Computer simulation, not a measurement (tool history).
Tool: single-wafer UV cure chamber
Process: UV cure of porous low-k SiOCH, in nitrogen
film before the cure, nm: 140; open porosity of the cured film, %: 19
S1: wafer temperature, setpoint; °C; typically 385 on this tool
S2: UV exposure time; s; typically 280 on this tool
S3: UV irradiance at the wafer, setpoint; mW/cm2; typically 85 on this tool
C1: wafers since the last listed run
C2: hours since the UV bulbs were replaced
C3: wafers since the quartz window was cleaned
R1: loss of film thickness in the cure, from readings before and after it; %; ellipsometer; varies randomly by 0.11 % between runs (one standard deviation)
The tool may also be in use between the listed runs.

run	day	S1	S2	S3	C1	C2	C3	R1
1	0	385	280	85	0	1903.6	1287	9.773
2	0.271	385	400	85	41	1910.1	1329	11.618
3	0.542	385	400	85	41	1916.6	1371	11.636
# day 1.317: quartz window cleaned
4	1.338	385	280	85	71	1935.7	3	10.659
5	1.533	385	280	85	30	1940.4	33	10.639
6	2.012	385	280	85	74	1951.9	107	10.413
7	2.554	385	280	85	83	1964.9	191	10.348
8	3.067	385	280	85	79	1977.2	271	10.504
9	3.35	385	280	85	43	1984	315	10.483
10	3.658	385	280	85	47	1991.4	362	10.234
11	4.288	385	280	85	97	2006.5	460	10.232
# day 4.929: UV bulbs replaced
12	4.95	385	280	85	50	0.5	511	12.533
13	5.438	396	370	85	75	12.2	586	14.074
14	5.933	396	370	85	76	24.1	663	13.83
15	6.408	385	280	85	73	35.5	737	12.465
16	7.054	385	405	124	100	51	837	15.827
17	7.742	385	280	85	106	67.5	943	12.166
18	8.429	385	400	85	106	84	1050	13.887
19	9.204	385	280	85	120	102.6	1170	12.059
20	9.629	405	155	56	65	112.8	1235	7.845
21	9.929	391	280	85	46	120	1282	12.19
22	10.521	385	280	85	91	134.2	1374	12.006
# day 11.1: quartz window cleaned
23	11.121	398	370	73	41	148.6	3	13.794
24	11.558	378	280	85	67	159.1	70	12.497
25	11.888	393	395	105	50	167	121	15.6
26	12.488	366	280	71	92	181.4	214	11.281
27	13.029	395	390	54	83	194.4	298	12.222
28	13.354	405	445	56	50	202.2	348	13.263
29	13.917	404	150	96	87	215.7	436	10.34
30	14.396	385	280	85	74	227.2	510	12.506

What if the next run were any one of these 5? Each begins from the tool's condition after run 30:
A	14.417	385	280	85	3	227.7	513	?
B	14.417	379	280	85	3	227.7	513	?
C	14.417	399	135	74	3	227.7	513	?
D	14.417	385	425	54	3	227.7	513	?
E	14.417	385	215	85	3	227.7	513	?

run	R1
A	12.351
B	12.232
C	8.589
D	12.174
E	11.087
What these runs would have given with no unlogged condition in the tool:
run	R1
A	13.182
B	13.061
C	9.343
D	13.002
E	11.892
